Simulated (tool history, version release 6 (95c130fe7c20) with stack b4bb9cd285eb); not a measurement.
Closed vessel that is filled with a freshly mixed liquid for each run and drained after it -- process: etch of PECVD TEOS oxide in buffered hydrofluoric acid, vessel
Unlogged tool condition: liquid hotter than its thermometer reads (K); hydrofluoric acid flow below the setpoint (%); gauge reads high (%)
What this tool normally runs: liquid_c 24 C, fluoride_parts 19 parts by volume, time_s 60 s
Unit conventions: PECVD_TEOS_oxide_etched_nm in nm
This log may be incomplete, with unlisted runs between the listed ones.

| run | hour | liquid_c | fluoride_parts | time_s | wafers since the last listed run | hours since the thermometer was replaced | hours since the hydrofluoric acid flow meter was replaced | hours since the gauge calibration | read-back film thickness of the PECVD TEOS oxide reference wafer, read on the same gauge (nm) | PECVD_TEOS_oxide_etched_nm |
|---|---|---|---|---|---|---|---|---|---|---|
| 1 | 0 | 24 | 19 | 60 | 0 | 1496.2 | 318.3 | 438.1 | 40.03 | 63.92 |
| 2 | 25.1 | 24 | 19 | 60 | 2574 | 1521.3 | 343.4 | 463.2 | 39.96 | 62.73 |
|  | 53.7 | gauge calibrated |
| 3 | 67.5 | 24 | 19 | 60 | 4348 | 1563.7 | 385.8 | 13.8 | 39.99 | 63.54 |
| 4 | 100.5 | 24 | 19 | 60 | 3384 | 1596.7 | 418.8 | 46.8 | 40.01 | 63.64 |
| 5 | 135.4 | 22.5 | 19 | 50 | 3579 | 1631.6 | 453.7 | 81.7 | 40.01 | 49.16 |
| 6 | 163.2 | 22.5 | 19 | 50 | 2850 | 1659.4 | 481.5 | 109.5 | 40.05 | 49.38 |
| 7 | 207.4 | 22.5 | 19 | 50 | 4532 | 1703.6 | 525.7 | 153.7 | 40.01 | 49.58 |
|  | 247.9 | hydrofluoric acid flow meter replaced |
| 8 | 262.6 | 24 | 19 | 60 | 5558 | 1758.8 | 14.7 | 208.9 | 40.03 | 64.15 |
|  | 269 | thermometer replaced |
| 9 | 291.6 | 24 | 23.5 | 45 | 2871 | 22.6 | 43.7 | 237.9 | 39.99 | 35.13 |
| 10 | 320.6 | 24 | 19 | 60 | 2974 | 51.6 | 72.7 | 266.9 | 40.01 | 54.95 |

Run 11 is up next; what results do you expect?
| 11 | 346.6 | 24 | 19 | 60 | 2666 | 77.6 | 98.7 | 292.9 | ? | ? |

read-back film thickness of the PECVD TEOS oxide reference wafer, read on the same gauge (nm): 39.99
PECVD_TEOS_oxide_etched_nm: 55.69 nm
Take away the tool's hidden state, keep the run-to-run variation as it was, and the same run would have given PECVD_TEOS_oxide_etched_nm 55.09 nm.
